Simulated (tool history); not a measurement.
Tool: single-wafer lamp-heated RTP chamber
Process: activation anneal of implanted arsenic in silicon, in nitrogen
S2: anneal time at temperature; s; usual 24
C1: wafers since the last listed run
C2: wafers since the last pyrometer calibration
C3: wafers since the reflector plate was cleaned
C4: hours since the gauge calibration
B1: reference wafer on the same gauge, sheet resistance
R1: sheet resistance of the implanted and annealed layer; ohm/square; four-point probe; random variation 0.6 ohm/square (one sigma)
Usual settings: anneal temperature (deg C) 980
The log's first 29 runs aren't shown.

At hour 2348.1: reflector plate cleaned.
Run 30, hour 2348.6: usual settings but S2 38 s; C1 1782; C2 8950; C3 7; C4 732.7; B1 481.14. Result: R1 399.47 ohm/square.
Run 31, hour 2415.6: usual settings but anneal temperature (deg C) 963, S2 15 s; C1 1178; C2 10129; C3 1186; C4 799.7; B1 481.16. Result: R1 406.5 ohm/square.
Run 32, hour 2481.6: usual settings but anneal temperature (deg C) 996, S2 10 s; C1 1161; C2 11290; C3 2347; C4 865.7; B1 480.96. Result: R1 405.63 ohm/square.
At hour 2520.4: pyrometer window cleaned and pyrometer calibrated.
Run 33, hour 2794.4: usual settings but anneal temperature (deg C) 995, S2 16 s; C1 5362; C2 4820; C3 7710; C4 1178.5; B1 480.92. Result: R1 403.31 ohm/square.
Run 34, hour 2886.3: usual settings but anneal temperature (deg C) 967; C1 1616; C2 6437; C3 9326; C4 1270.4; B1 481.1. Result: R1 404.7 ohm/square.
Run 35, hour 2937.7: usual settings; C1 904; C2 7341; C3 10231; C4 1321.8; B1 480.9. Result: R1 403.11 ohm/square.
At hour 3006: reflector plate cleaned.
Run 36, hour 3030.8: usual settings but anneal temperature (deg C) 999; C1 1497; C2 8838; C3 437; C4 1414.9; B1 481. Result: R1 399.24 ohm/square.
Run 37, hour 3132.9: usual settings but anneal temperature (deg C) 993; C1 1796; C2 10634; C3 2233; C4 1517; B1 481. Result: R1 400.89 ohm/square.

3 ways to go on from here, each from the tool as it stands after run 37. What would each give?
Run A, hour 3133.3: usual settings but S2 30 s; C1 7; C2 10642; C3 2240; C4 1517.4; B1 ?. Result: R1 ?.
Run B, hour 3133.3: usual settings but anneal temperature (deg C) 955, S2 12 s; C1 7; C2 10642; C3 2240; C4 1517.4; B1 ?. Result: R1 ?.
Run C, hour 3133.3: usual settings but anneal temperature (deg C) 956, S2 37 s; C1 7; C2 10642; C3 2240; C4 1517.4; B1 ?. Result: R1 ?.

run      B1      R1
  A  481.08  401.71
  B  481.08  408.27
  C  481.08  403.88
Without the tool's hidden state the same runs would have given:
run      R1
  A  401.71
  B  408.27
  C  403.88
